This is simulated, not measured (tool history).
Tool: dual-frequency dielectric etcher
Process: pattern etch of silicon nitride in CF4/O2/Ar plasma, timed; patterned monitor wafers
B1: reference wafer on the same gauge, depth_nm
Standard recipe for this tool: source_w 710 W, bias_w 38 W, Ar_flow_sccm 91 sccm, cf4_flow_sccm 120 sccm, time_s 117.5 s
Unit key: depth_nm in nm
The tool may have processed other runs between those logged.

{"run": 1, "hour": 0.0, "source_w": 780, "bias_w": 32, "Ar_flow_sccm": 91, "cf4_flow_sccm": 95, "time_s": 143.5, "B1": 350.1, "depth_nm": 366.2}
{"hour": 54.6, "done": "Ar flow controller replaced"}
{"run": 2, "hour": 55.1, "source_w": 540, "bias_w": 31, "Ar_flow_sccm": 107, "cf4_flow_sccm": 120, "time_s": 144, "B1": 351.6, "depth_nm": 301.9}
{"run": 3, "hour": 76.8, "source_w": 540, "bias_w": 31, "Ar_flow_sccm": 107, "cf4_flow_sccm": 120, "time_s": 144, "B1": 350.7, "depth_nm": 298.1}
{"hour": 119.9, "done": "upper electrode replaced"}
{"run": 4, "hour": 120.4, "source_w": 710, "bias_w": 38, "Ar_flow_sccm": 91, "cf4_flow_sccm": 120, "time_s": 139.5, "B1": 350.8, "depth_nm": 363.5}
{"run": 5, "hour": 127.1, "source_w": 710, "bias_w": 43, "Ar_flow_sccm": 80, "cf4_flow_sccm": 120, "time_s": 146.5, "B1": 351.2, "depth_nm": 398.4}
{"run": 6, "hour": 179.7, "source_w": 710, "bias_w": 38, "Ar_flow_sccm": 79, "cf4_flow_sccm": 134, "time_s": 117.5, "B1": 350.7, "depth_nm": 310.2}
{"hour": 208.4, "done": "wet clean of the chamber"}
{"run": 7, "hour": 249.6, "source_w": 860, "bias_w": 38, "Ar_flow_sccm": 91, "cf4_flow_sccm": 131, "time_s": 117.5, "B1": 351.7, "depth_nm": 345.3}
{"hour": 256.2, "done": "bias power generator calibrated"}
{"run": 8, "hour": 285.0, "source_w": 710, "bias_w": 38, "Ar_flow_sccm": 91, "cf4_flow_sccm": 120, "time_s": 117.5, "B1": 351.4, "depth_nm": 304.6}
{"run": 9, "hour": 352.2, "source_w": 710, "bias_w": 38, "Ar_flow_sccm": 91, "cf4_flow_sccm": 148, "time_s": 102.5, "B1": 351.6, "depth_nm": 274}
{"run": 10, "hour": 405.4, "source_w": 780, "bias_w": 47, "Ar_flow_sccm": 91, "cf4_flow_sccm": 96, "time_s": 117.5, "B1": 351.1, "depth_nm": 340.5}
{"run": 11, "hour": 455.8, "source_w": 710, "bias_w": 38, "Ar_flow_sccm": 80, "cf4_flow_sccm": 120, "time_s": 117.5, "B1": 351.2, "depth_nm": 313.6}
{"hour": 525.8, "done": "source power generator calibrated"}
{"run": 12, "hour": 546.4, "source_w": 710, "bias_w": 38, "Ar_flow_sccm": 91, "cf4_flow_sccm": 120, "time_s": 117.5, "B1": 350.6, "depth_nm": 300.2}
{"run": 13, "hour": 570.5, "source_w": 710, "bias_w": 48, "Ar_flow_sccm": 104, "cf4_flow_sccm": 149, "time_s": 130, "B1": 351.6, "depth_nm": 358.1}
{"run": 14, "hour": 601.2, "source_w": 610, "bias_w": 38, "Ar_flow_sccm": 91, "cf4_flow_sccm": 120, "time_s": 98, "B1": 351.8, "depth_nm": 229.2}
{"run": 15, "hour": 650.2, "source_w": 710, "bias_w": 38, "Ar_flow_sccm": 91, "cf4_flow_sccm": 120, "time_s": 117.5, "B1": 351.1, "depth_nm": 300.5}
{"hour": 674.7, "done": "wet clean of the chamber"}
{"run": 16, "hour": 691.8, "source_w": 570, "bias_w": 38, "Ar_flow_sccm": 91, "cf4_flow_sccm": 120, "time_s": 117.5, "B1": 351.4, "depth_nm": 264.4}
{"run": 17, "hour": 727.5, "source_w": 540, "bias_w": 31, "Ar_flow_sccm": 107, "cf4_flow_sccm": 120, "time_s": 144, "B1": 350.8, "depth_nm": 294.2}
{"run": 18, "hour": 758.8, "source_w": 710, "bias_w": 38, "Ar_flow_sccm": 91, "cf4_flow_sccm": 120, "time_s": 117.5, "B1": 351.3, "depth_nm": 297.1}
{"run": 19, "hour": 810.9, "source_w": 710, "bias_w": 38, "Ar_flow_sccm": 108, "cf4_flow_sccm": 120, "time_s": 117.5, "B1": 351.4, "depth_nm": 294.7}
{"run": 20, "hour": 837.8, "source_w": 870, "bias_w": 38, "Ar_flow_sccm": 91, "cf4_flow_sccm": 120, "time_s": 86.5, "B1": 350.8, "depth_nm": 249.8}
{"hour": 1016.1, "done": "gauge calibrated"}
{"run": 21, "hour": 1042.3, "source_w": 710, "bias_w": 38, "Ar_flow_sccm": 91, "cf4_flow_sccm": 102, "time_s": 117.5, "B1": 351.3, "depth_nm": 296.9}

The tool's hidden state at each run:
etch rate over this chamber's usual, %: 0, the same for each run
bias power that arrives over what is set, %: 0, the same for each run
Ar flow that arrives over what is set, %: 0, the same for each run
CF4 flow that arrives over what is set, %: 0, the same for each run
gauge reads high (%): 0, the same for each run
H1: source power that arrives over what is set, %
run=1 H1=4.11
run=2 H1=4.26
run=3 H1=4.31
run=4 H1=4.42
run=5 H1=4.44
run=6 H1=4.58
run=7 H1=4.76
run=8 H1=4.85
run=9 H1=5.02
run=10 H1=5.16
run=11 H1=5.29
run=12 H1=-0.237
run=13 H1=-0.175
run=14 H1=-0.096
run=15 H1=0.0301
run=16 H1=0.137
run=17 H1=0.229
run=18 H1=0.31
run=19 H1=0.444
run=20 H1=0.513
run=21 H1=1.04
